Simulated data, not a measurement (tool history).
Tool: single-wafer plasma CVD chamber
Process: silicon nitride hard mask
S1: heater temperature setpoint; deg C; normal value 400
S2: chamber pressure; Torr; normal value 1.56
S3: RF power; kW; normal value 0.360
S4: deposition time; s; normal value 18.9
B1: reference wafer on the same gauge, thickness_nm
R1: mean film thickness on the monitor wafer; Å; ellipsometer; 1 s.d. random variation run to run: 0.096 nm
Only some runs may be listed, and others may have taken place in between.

run	hour	S1	S2	S3	S4	B1	R1
1	0.0	400	1.56	0.360	18.9	21.512	239.05
2	24.4	400	1.56	0.360	18.9	21.496	236.74
# hour 36.9: thermocouple changed; heater temperature recalibrated
3	55.7	400	1.56	0.400	18.9	21.492	252.52
4	76.3	400	1.56	0.400	18.9	21.496	252.35
# hour 96.5: showerhead replaced, of another model than before
5	104.8	411	1.86	0.360	17.4	21.458	238.13
# hour 159.2: RF generator calibrated
6	198.0	400	1.19	0.340	21.4	21.518	167.75
7	221.0	400	1.56	0.360	18.9	21.495	230.08
8	246.1	414	1.84	0.295	21.4	21.503	235.90
9	278.2	400	1.56	0.360	18.9	21.504	231.02
10	301.3	400	1.84	0.360	18.9	21.488	255.64
11	330.6	400	1.56	0.360	17.2	21.516	207.47
12	351.4	400	1.56	0.360	18.9	21.515	228.81
13	380.5	400	1.56	0.290	18.9	21.475	183.27
14	404.5	400	1.80	0.415	18.9	21.484	286.40
15	437.9	415	1.23	0.360	18.9	21.498	165.88
# hour 465.5: capacitance manometer re-zeroed and calibrated
16	469.0	406	1.56	0.360	16.2	21.531	205.67
17	481.2	400	1.21	0.360	17.6	21.482	164.44
18	505.6	395	1.79	0.290	18.9	21.487	211.25
19	531.4	400	1.56	0.360	18.9	21.501	241.59
20	631.8	400	1.56	0.360	18.9	21.478	242.29
21	666.5	400	1.56	0.360	18.9	21.494	241.90

What will run 22 give?
22	698.1	400	1.56	0.360	20.1	?	?

{"run 22": {"B1": 21.499, "R1": 255.25}}
If the tool had no hidden condition, the same run with the same run-to-run variation would have returned R1 255.25 Å.

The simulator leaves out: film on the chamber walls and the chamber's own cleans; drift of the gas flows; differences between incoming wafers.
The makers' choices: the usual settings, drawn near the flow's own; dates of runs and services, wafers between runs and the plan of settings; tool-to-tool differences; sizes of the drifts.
